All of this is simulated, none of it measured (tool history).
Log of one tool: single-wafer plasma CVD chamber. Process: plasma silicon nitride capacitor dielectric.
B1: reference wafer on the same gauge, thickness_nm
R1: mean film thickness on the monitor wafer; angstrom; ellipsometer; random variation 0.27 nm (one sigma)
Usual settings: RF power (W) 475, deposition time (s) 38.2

run 1 hour=0 | RF_power_(W)=540 deposition_time_(s)=41.2 | B1=48.895 | R1=537.37
run 2 hour=42.5 | RF_power_(W)=540 deposition_time_(s)=41.2 | B1=49.01 | R1=534.88
run 3 hour=85.4 | RF_power_(W)=425 deposition_time_(s)=41.3 | B1=48.994 | R1=485.3
run 4 hour=140.9 | RF_power_(W)=400 deposition_time_(s)=38.2 | B1=49.024 | R1=436.56
run 5 hour=180.5 | RF_power_(W)=400 deposition_time_(s)=38.2 | B1=49.059 | R1=435.83
run 6 hour=237 | RF_power_(W)=475 deposition_time_(s)=38.2 | B1=49.102 | R1=476
run 7 hour=272.5 | RF_power_(W)=475 deposition_time_(s)=38.2 | B1=49.14 | R1=473.47
run 8 hour=310.1 | RF_power_(W)=475 deposition_time_(s)=38.2 | B1=49.166 | R1=474.94
run 9 hour=338.8 | RF_power_(W)=475 deposition_time_(s)=38.2 | B1=49.198 | R1=477.39
run 10 hour=367.2 | RF_power_(W)=550 deposition_time_(s)=38.2 | B1=49.314 | R1=497.45
run 11 hour=412.5 | RF_power_(W)=550 deposition_time_(s)=38.2 | B1=49.404 | R1=499.95
run 12 hour=455.8 | RF_power_(W)=475 deposition_time_(s)=38.2 | B1=49.434 | R1=477.39
run 13 hour=508 | RF_power_(W)=475 deposition_time_(s)=38.2 | B1=49.498 | R1=473.28
run 14 hour=546.3 | RF_power_(W)=475 deposition_time_(s)=38.2 | B1=49.58 | R1=474.14
run 15 hour=619.6 | RF_power_(W)=475 deposition_time_(s)=38.2 | B1=49.754 | R1=477.04
run 16 hour=678.7 | RF_power_(W)=475 deposition_time_(s)=38.2 | B1=49.903 | R1=480.13
run 17 hour=709.8 | RF_power_(W)=475 deposition_time_(s)=38.2 | B1=49.914 | R1=485.22
run 18 hour=778.2 | RF_power_(W)=475 deposition_time_(s)=38.2 | B1=50.1 | R1=484.69
run 19 hour=828.4 | RF_power_(W)=475 deposition_time_(s)=38.2 | B1=50.297 | R1=489.83
run 20 hour=1034.3 | RF_power_(W)=475 deposition_time_(s)=35.6 | B1=50.88 | R1=457.93
-- hour=1035.9 gauge calibrated
run 21 hour=1058.5 | RF_power_(W)=565 deposition_time_(s)=33.9 | B1=48.562 | R1=444.59
run 22 hour=1107.6 | RF_power_(W)=400 deposition_time_(s)=38.2 | B1=48.582 | R1=435.8
run 23 hour=1167.2 | RF_power_(W)=410 deposition_time_(s)=44.5 | B1=48.633 | R1=515.17
run 24 hour=1230.2 | RF_power_(W)=570 deposition_time_(s)=38.2 | B1=48.677 | R1=496.03
run 25 hour=1277.5 | RF_power_(W)=475 deposition_time_(s)=41.8 | B1=48.645 | R1=512.23
-- hour=1287.7 RF generator calibrated
-- hour=1294.8 showerhead replaced
run 26 hour=1338 | RF_power_(W)=515 deposition_time_(s)=31.6 | B1=48.67 | R1=400.42
run 27 hour=1371.7 | RF_power_(W)=405 deposition_time_(s)=45.2 | B1=48.725 | R1=523.93
run 28 hour=1424.2 | RF_power_(W)=515 deposition_time_(s)=43 | B1=48.818 | R1=547.22
run 29 hour=1488.3 | RF_power_(W)=505 deposition_time_(s)=35.4 | B1=48.814 | R1=447.69
run 30 hour=1516.7 | RF_power_(W)=545 deposition_time_(s)=31.7 | B1=48.925 | R1=413.3
run 31 hour=1553.9 | RF_power_(W)=505 deposition_time_(s)=38.2 | B1=49.001 | R1=480.63
run 32 hour=1610.9 | RF_power_(W)=475 deposition_time_(s)=38.2 | B1=49.038 | R1=474.45
run 33 hour=1681.3 | RF_power_(W)=475 deposition_time_(s)=38.2 | B1=49.159 | R1=476.69
run 34 hour=1741.3 | RF_power_(W)=535 deposition_time_(s)=40.2 | B1=49.205 | R1=520.96

Some steps in R1 between neighbouring runs. How much of each would the tool show without its hidden state too (settings, what came in, random variation), and how much is left for the hidden state, with any gauge scatter that isn't in both results?
The hidden state here: delivered RF power above the setpoint (%); gauge reads high (%).
Run 17 -> 18: no setting changed, nothing entered. R1 -0.53 angstrom: hidden state +1.61, all else -2.14.
Run 19 -> 20: deposition time (s) 38.2 -> 35.6. R1 -31.9 angstrom: hidden state +4.58, all else -36.48.
Run 20 -> 21: RF power (W) 475 -> 565, deposition time (s) 35.6 -> 33.9, gauge calibrated. R1 -13.34 angstrom: hidden state -20.88, all else +7.54.
Run 25 -> 26: RF power (W) 475 -> 515, deposition time (s) 41.8 -> 31.6, RF generator calibrated, showerhead replaced. R1 -111.81 angstrom: hidden state +0.95, all else -112.76.
Run 26 -> 27: RF power (W) 515 -> 405, deposition time (s) 31.6 -> 45.2. R1 +123.51 angstrom: hidden state -0.2, all else +123.71.
Run 28 -> 29: RF power (W) 515 -> 505, deposition time (s) 43 -> 35.4. R1 -99.53 angstrom: hidden state +0.93, all else -100.46.

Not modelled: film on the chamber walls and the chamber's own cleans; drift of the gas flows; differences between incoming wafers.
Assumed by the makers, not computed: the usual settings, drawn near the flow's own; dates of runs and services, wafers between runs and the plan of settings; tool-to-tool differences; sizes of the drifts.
